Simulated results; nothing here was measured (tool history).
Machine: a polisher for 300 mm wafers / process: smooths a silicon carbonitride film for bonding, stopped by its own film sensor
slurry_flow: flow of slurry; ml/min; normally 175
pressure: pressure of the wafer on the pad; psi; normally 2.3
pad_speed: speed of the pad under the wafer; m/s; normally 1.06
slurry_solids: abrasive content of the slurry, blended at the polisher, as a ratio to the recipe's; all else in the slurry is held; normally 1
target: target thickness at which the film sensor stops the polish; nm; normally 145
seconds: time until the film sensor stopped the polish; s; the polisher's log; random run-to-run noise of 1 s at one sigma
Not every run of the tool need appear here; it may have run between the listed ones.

run	hour	slurry_flow	pressure	pad_speed	slurry_solids	target	incoming thickness of the incoming film, nm	seconds
1	0	175	2.3	1.06	1	145	170.2	81.9
2	8.2	175	2.3	1.06	0.9	142	172	100
3	23.3	175	2.3	1.06	0.9	142	168.8	90.4
# hour 34.1: worn pad replaced by a new one
4	39.1	175	2.3	1.06	0.9	142	168.3	89.6
5	45.6	175	2.3	1.06	1.25	145	169.3	72.8
6	55.3	175	2.3	1.06	1.25	145	168.9	71.7
7	74	175	2.3	1.06	1.1	145	171	83.7
8	80.4	175	2.3	1.06	1.1	145	171.3	83.9
9	91.9	175	2.3	1.06	1.1	145	169.1	79.3
# hour 97.5: slurry blender recalibrated
10	99	175	2.3	1.06	1	145	169.5	76
# hour 114.3: head pressure recalibrated
11	114.8	175	2.3	1.06	1	145	168.8	74.8
# hour 122.1: worn pad replaced by a new one
12	130.8	175	2.3	1.06	1	145	170.3	80.1
13	140.4	175	1.7	1.38	1	148	167.1	63.2
14	155.9	175	3	1.06	1.2	145	173.6	67.8
15	167.1	175	2.3	1.06	1	145	167.2	71.1
# hour 179.4: slurry nozzle cleaned
16	183.6	175	2.3	1.06	1	145	173.9	93.6
17	189.6	175	2.3	1.06	1	145	170.4	82.4
18	196.6	175	2.3	1.06	1	145	169.2	79.9
# hour 210.6: worn pad replaced by a new one
19	211.7	225	2.3	1.06	1.1	145	170	77.5
20	218.1	205	3	1.06	1	145	170.8	65.9
21	233	175	2.3	1.32	1	145	169.4	67.6
22	244.5	195	2.3	0.96	1	140	170.4	111.3
# hour 249.1: slurry blender recalibrated
23	261.5	175	2.3	0.82	1.3	145	170	89.1
24	276.2	175	2.3	1.06	1	145	169.2	76.4
25	287.6	135	2.3	1.06	1.2	145	170.4	81

Measured less the same run without the tool's hidden state. The same run-to-run variation is in both; the gauge's scatter may not be:
Hidden state present: removal rate lost through wear of the pad, %; slurry flow missing at the pad, %; deviation of the head's pressure from its setpoint, %; abrasive missing from the slurry, %.
run	seconds
1	+2.9
2	+4
3	+4.3
4	+4.9
5	+3.7
6	+4
7	+5.6
8	+5.8
9	+6
10	+0.5
11	+1
12	+1.6
13	+1.5
14	+1.9
15	+2.6
16	+4.1
17	+3.9
18	+4
19	+4.2
20	+3.9
21	+4.6
22	+8.1
23	+1.2
24	+1.6
25	+2

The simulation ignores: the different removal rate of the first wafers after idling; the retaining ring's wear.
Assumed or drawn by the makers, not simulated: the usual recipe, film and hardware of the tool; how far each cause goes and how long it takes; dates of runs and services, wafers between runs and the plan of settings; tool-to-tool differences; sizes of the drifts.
